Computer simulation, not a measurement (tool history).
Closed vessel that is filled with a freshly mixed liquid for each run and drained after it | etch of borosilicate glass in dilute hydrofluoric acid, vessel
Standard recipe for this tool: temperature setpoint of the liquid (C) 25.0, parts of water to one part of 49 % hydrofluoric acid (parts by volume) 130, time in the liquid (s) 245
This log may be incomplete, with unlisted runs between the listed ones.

run,hour,temperature setpoint of the liquid (C),parts of water to one part of 49 % hydrofluoric acid (parts by volume),time in the liquid (s),wafers since the last listed run,hours since the thermometer was replaced,hours since the hydrofluoric acid flow meter was replaced,hours since the gauge calibration,"read-back film thickness of the borosilicate glass reference wafer, read on the same gauge (nm)",thickness taken off the borosilicate glass on a monitor wafer (angstrom)
1,0.0,25.0,130,245,0,520.2,1397.3,518.5,60.02,630.5
2,32.1,25.0,130,350,2950,552.3,1429.4,550.6,59.99,905.2
3,48.2,25.0,130,245,1479,568.4,1445.5,566.7,60.02,623.2
4,83.1,25.0,130,245,3208,603.3,1480.4,601.6,60.01,638.5
5,104.0,25.0,130,245,1921,624.2,1501.3,622.5,60.01,622.7
6,174.2,25.0,130,245,6453,694.4,1571.5,692.7,59.98,615.8
7,194.4,25.0,130,245,1856,714.6,1591.7,712.9,60.00,629.8
8,210.2,25.0,130,245,1452,730.4,1607.5,728.7,60.03,642.1
9,229.3,25.0,130,245,1755,749.5,1626.6,747.8,60.00,620.8
10,250.3,25.0,165,245,1930,770.5,1647.6,768.8,59.99,477.5
11,273.5,30.0,75,350,2132,793.7,1670.8,792.0,60.02,2034.8
12,303.9,25.0,85,245,2794,824.1,1701.2,822.4,60.02,1026.8
# hour 304.2: gauge calibrated
13,329.9,25.0,130,245,2390,850.1,1727.2,25.7,59.99,625.0
14,359.2,25.0,100,135,2693,879.4,1756.5,55.0,60.02,465.7
# hour 366.7: thermometer replaced
15,383.7,25.0,130,245,2160,17.0,1781.0,79.5,59.99,623.4
# hour 397.2: hydrofluoric acid flow meter replaced
16,412.2,23.5,180,130,2527,45.5,15.0,108.0,60.02,216.3
17,445.9,28.0,160,335,3097,79.2,48.7,141.7,59.99,765.9
18,474.9,25.0,130,245,2665,108.2,77.7,170.7,60.00,629.2
19,490.2,22.0,130,370,1406,123.5,93.0,186.0,60.00,839.3
20,510.1,25.0,130,245,1829,143.4,112.9,205.9,60.00,633.6
21,525.7,26.5,85,145,1434,159.0,128.5,221.5,60.00,638.8
22,540.3,23.0,110,135,1342,173.6,143.1,236.1,60.04,384.5
23,570.4,23.0,130,365,2766,203.7,173.2,266.2,59.97,858.7
24,588.7,25.0,130,370,1682,222.0,191.5,284.5,59.99,948.3
25,601.6,22.5,175,175,1185,234.9,204.4,297.4,60.01,288.3
26,636.4,25.0,105,245,3198,269.7,239.2,332.2,59.97,814.7
27,702.6,29.0,70,245,6085,335.9,305.4,398.4,60.02,1486.8
28,724.1,25.0,65,245,1976,357.4,326.9,419.9,60.01,1362.6
29,739.1,25.0,160,320,1378,372.4,341.9,434.9,60.01,641.6
30,789.0,25.0,130,245,4587,422.3,391.8,484.8,59.99,622.7
31,808.0,25.0,130,295,1746,441.3,410.8,503.8,60.01,765.6
32,824.7,25.0,110,245,1535,458.0,427.5,520.5,60.01,760.5
33,856.2,23.0,80,350,2895,489.5,459.0,552.0,60.01,1413.5
34,871.8,28.5,105,245,1434,505.1,474.6,567.6,60.03,910.7

Take each entry between the runs: how does the hidden state at the last listed run before it differ from the hidden state at the first listed run after it?
From run 12 to run 13: gauge calibrated (hour 304.2)
  no hidden state differs between the two runs
From run 14 to run 15: thermometer replaced (hour 366.7)
  no hidden state differs between the two runs
From run 15 to run 16: hydrofluoric acid flow meter replaced (hour 397.2)
  no hidden state differs between the two runs
